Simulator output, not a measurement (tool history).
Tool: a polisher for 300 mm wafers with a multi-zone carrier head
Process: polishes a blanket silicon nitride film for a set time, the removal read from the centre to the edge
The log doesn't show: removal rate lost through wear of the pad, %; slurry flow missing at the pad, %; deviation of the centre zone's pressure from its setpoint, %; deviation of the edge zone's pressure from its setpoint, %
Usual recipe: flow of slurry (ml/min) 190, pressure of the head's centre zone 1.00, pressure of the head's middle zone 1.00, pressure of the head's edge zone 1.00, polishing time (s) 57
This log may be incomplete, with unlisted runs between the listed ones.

run,hour,flow of slurry (ml/min),pressure of the head's centre zone,pressure of the head's middle zone,pressure of the head's edge zone,polishing time (s),wafers since the last listed run,wafers polished on this pad,hours since the slurry nozzle was cleaned,hours since the centre zone pressure was calibrated,hours since the edge zone pressure was calibrated,hours since the carrier head's membrane was replaced,"incoming thickness of the incoming film, nm",film removed at the wafer's centre (nm),film removed at mid-radius (nm),film removed at the wafer's edge (nm)
1,0.0,190,1.00,1.00,1.00,57,0,1162,80.9,1356.8,1274.3,721.4,647.5,83.5,83.4,87.6
2,16.8,190,1.00,1.00,1.00,57,223,1386,97.7,1373.6,1291.1,738.2,667.7,83.5,82.8,85.3
3,44.9,190,1.00,1.00,1.00,57,374,1761,125.8,1401.7,1319.2,766.3,667.0,83.0,82.8,84.0
# hour 62.2: worn pad replaced by a new one
4,98.8,190,1.00,1.05,1.00,57,665,487,179.7,1455.6,1373.1,820.2,671.0,83.1,85.2,84.8
5,114.1,190,1.00,1.05,1.00,57,203,691,195.0,1470.9,1388.4,835.5,651.8,82.3,86.4,85.7
# hour 121.2: slurry nozzle cleaned
6,145.2,190,1.00,1.09,1.00,57,401,1092,24.0,1502.0,1419.5,866.6,661.2,85.4,94.5,87.7
7,180.4,150,1.05,1.00,1.00,57,469,1561,59.2,1537.2,1454.7,901.8,656.6,82.4,80.3,83.8
# hour 215.1: worn pad replaced by a new one
8,236.9,150,1.05,1.00,1.00,57,699,291,115.7,1593.7,1511.2,958.3,661.3,81.8,79.1,81.5
9,249.9,190,1.00,1.00,1.00,70,173,464,128.7,1606.7,1524.2,971.3,652.4,101.6,102.8,107.0
10,283.8,190,1.00,1.00,1.00,57,451,916,162.6,1640.6,1558.1,1005.2,665.7,82.3,81.0,84.4
# hour 292.8: centre zone pressure recalibrated
11,341.0,190,1.00,1.00,1.00,45,735,1652,219.8,48.2,1615.3,1062.4,656.6,65.0,65.7,68.5
# hour 346.8: slurry nozzle cleaned
# hour 347.7: worn pad replaced by a new one
# hour 370.1: carrier head's membrane replaced by a new one
12,370.6,190,1.04,1.11,0.90,48,302,238,23.8,77.8,1644.9,0.5,659.5,74.6,80.5,69.4
# hour 386.0: edge zone pressure recalibrated
13,466.9,190,1.00,1.00,1.00,57,1257,1495,120.1,174.1,80.9,96.8,661.3,84.4,83.6,86.5
# hour 495.9: worn pad replaced by a new one
14,499.2,210,1.00,1.09,1.00,71,377,43,152.4,206.4,113.2,129.1,663.1,106.4,115.9,107.8
15,532.5,150,1.05,1.00,1.00,57,443,487,185.7,239.7,146.5,162.4,672.0,82.2,79.4,83.0
16,566.7,235,0.89,0.92,1.04,57,455,943,219.9,273.9,180.7,196.6,655.3,76.9,80.0,91.8
# hour 576.8: slurry nozzle cleaned
17,598.2,225,1.00,0.94,1.06,43,406,1349,21.4,305.4,212.2,228.1,664.4,66.7,64.7,69.8
# hour 657.1: worn pad replaced by a new one
18,681.2,190,1.12,1.00,1.00,57,1053,321,104.4,388.4,295.2,311.1,654.9,93.0,84.7,85.4
19,702.4,190,1.00,1.12,1.00,49,282,603,125.6,409.6,316.4,332.3,650.3,72.1,80.3,74.0

What was the tool's hidden state at every run in the log?
removal rate lost through wear of the pad, %: 0 in every run
deviation of the centre zone's pressure from its setpoint, %: 0 in every run
deviation of the edge zone's pressure from its setpoint, %: 0 in every run
H1: slurry flow missing at the pad, %
run,H1
1,15.9
2,17.2
3,18.7
4,20.4
5,20.7
6,9.14
7,14.3
8,18.7
9,19.3
10,20.4
11,21.5
12,5.91
13,15.7
14,16.9
15,17.7
16,18.3
17,5.5
18,14.9
19,16

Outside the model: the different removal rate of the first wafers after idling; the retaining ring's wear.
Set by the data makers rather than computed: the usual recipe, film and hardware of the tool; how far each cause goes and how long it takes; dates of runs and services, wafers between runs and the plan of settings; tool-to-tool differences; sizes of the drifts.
